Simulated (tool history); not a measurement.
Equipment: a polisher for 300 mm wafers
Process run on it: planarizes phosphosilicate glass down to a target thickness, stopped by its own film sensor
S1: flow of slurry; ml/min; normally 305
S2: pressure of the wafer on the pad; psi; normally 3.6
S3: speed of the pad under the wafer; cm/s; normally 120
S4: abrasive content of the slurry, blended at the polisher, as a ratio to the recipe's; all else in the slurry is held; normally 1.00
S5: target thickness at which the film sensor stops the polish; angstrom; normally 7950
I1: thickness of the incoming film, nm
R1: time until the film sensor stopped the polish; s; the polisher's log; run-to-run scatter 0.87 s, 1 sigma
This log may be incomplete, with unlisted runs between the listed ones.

| run | hour | S1 | S2 | S3 | S4 | S5 | I1 | R1 |
|---|---|---|---|---|---|---|---|---|
| 1 | 0.0 | 305 | 3.6 | 120 | 1.00 | 7950 | 1225.2 | 52.3 |
|  | 16.2 | slurry nozzle cleaned |
|  | 71.6 | head pressure recalibrated |
| 2 | 102.3 | 305 | 3.6 | 120 | 1.00 | 7950 | 1223.8 | 44.4 |
| 3 | 149.6 | 305 | 3.6 | 120 | 1.00 | 7950 | 1232.9 | 45.5 |
|  | 170.9 | worn pad replaced by a new one |
|  | 189.3 | conditioning disc replaced and pad reconditioned |
| 4 | 251.4 | 305 | 3.6 | 120 | 1.00 | 7950 | 1247.4 | 49.1 |
| 5 | 300.3 | 305 | 3.6 | 120 | 1.00 | 7950 | 1231.2 | 48.2 |
|  | 340.8 | slurry blender recalibrated |
| 6 | 356.6 | 305 | 3.6 | 120 | 1.00 | 7950 | 1221.7 | 48.4 |
| 7 | 454.5 | 305 | 3.6 | 120 | 1.00 | 7950 | 1239.2 | 52.6 |
|  | 487.8 | slurry nozzle cleaned |
|  | 518.1 | head pressure recalibrated |
|  | 584.0 | conditioning disc replaced and pad reconditioned |
|  | 652.3 | worn pad replaced by a new one |
| 8 | 697.6 | 305 | 2.8 | 120 | 1.00 | 7950 | 1244.6 | 63.3 |
| 9 | 799.6 | 305 | 2.8 | 120 | 1.00 | 7950 | 1239.3 | 63.9 |
| 10 | 842.1 | 240 | 3.6 | 120 | 0.90 | 7950 | 1240.1 | 54.5 |
|  | 875.7 | slurry blender recalibrated |
| 11 | 883.5 | 240 | 3.6 | 120 | 0.90 | 7950 | 1231.7 | 54.0 |
|  | 923.5 | head pressure recalibrated |
| 12 | 936.4 | 390 | 3.6 | 120 | 1.00 | 7950 | 1219.4 | 44.3 |
| 13 | 992.1 | 305 | 3.6 | 120 | 1.00 | 7950 | 1208.8 | 46.6 |
|  | 1036.6 | conditioning disc replaced and pad reconditioned |
| 14 | 1044.5 | 305 | 3.6 | 104 | 1.00 | 7950 | 1253.8 | 58.9 |
|  | 1067.8 | worn pad replaced by a new one |
|  | 1073.4 | slurry nozzle cleaned |
| 15 | 1133.5 | 305 | 3.6 | 108 | 1.00 | 6980 | 1223.5 | 61.9 |
| 16 | 1231.4 | 305 | 3.6 | 120 | 1.00 | 7950 | 1219.3 | 46.4 |
| 17 | 1311.0 | 305 | 3.6 | 120 | 1.00 | 7950 | 1220.5 | 48.7 |
| 18 | 1348.5 | 305 | 3.6 | 98 | 1.15 | 7950 | 1208.8 | 54.4 |
|  | 1412.5 | head pressure recalibrated |
|  | 1414.0 | slurry blender recalibrated |
| 19 | 1429.0 | 305 | 3.6 | 104 | 1.00 | 7950 | 1222.8 | 50.2 |
| 20 | 1476.8 | 350 | 3.6 | 120 | 1.15 | 8480 | 1223.8 | 37.5 |
|  | 1493.1 | conditioning disc replaced and pad reconditioned |
|  | 1552.8 | worn pad replaced by a new one |
|  | 1565.4 | slurry nozzle cleaned |
| 21 | 1583.0 | 305 | 3.6 | 102 | 1.00 | 7950 | 1228.9 | 52.5 |
| 22 | 1757.9 | 280 | 4.7 | 120 | 1.00 | 7950 | 1207.1 | 36.8 |
| 23 | 1838.2 | 255 | 3.3 | 120 | 0.80 | 8760 | 1241.8 | 51.6 |
|  | 1902.5 | conditioning disc replaced and pad reconditioned |
|  | 1911.2 | head pressure recalibrated |
| 24 | 1943.2 | 350 | 4.4 | 120 | 1.00 | 7950 | 1247.8 | 38.9 |
|  | 1954.7 | slurry blender recalibrated |
| 25 | 2051.0 | 305 | 3.6 | 120 | 1.15 | 7950 | 1240.5 | 46.2 |

For some of the steps in R1 from one run to the next: how much would appear even if the tool had no hidden state, given the settings, what came in and random variation, and how much remains for the hidden state plus any gauge scatter that the measured result and the result without hidden state don't share?
What the log doesn't record here: removal rate lost through wear of the pad, %; slurry flow missing at the pad, %; deviation of the head's pressure from its setpoint, %; abrasive missing from the slurry, %; time polished since the conditioner stopped cutting, s.
Run 1 -> 2: slurry nozzle cleaned, head pressure recalibrated. R1 -7.9 s: hidden state -6.1, all else -1.8.
Run 15 -> 16: S3 108 -> 120, S5 6980 -> 7950. R1 -15.5 s: hidden state +1.1, all else -16.6.
Run 18 -> 19: S3 98 -> 104, S4 1.15 -> 1.00, head pressure recalibrated, slurry blender recalibrated. R1 -4.2 s: hidden state -5.4, all else +1.2.
Run 21 -> 22: S1 305 -> 280, S2 3.6 -> 4.7, S3 102 -> 120. R1 -15.7 s: hidden state +2.0, all else -17.7.

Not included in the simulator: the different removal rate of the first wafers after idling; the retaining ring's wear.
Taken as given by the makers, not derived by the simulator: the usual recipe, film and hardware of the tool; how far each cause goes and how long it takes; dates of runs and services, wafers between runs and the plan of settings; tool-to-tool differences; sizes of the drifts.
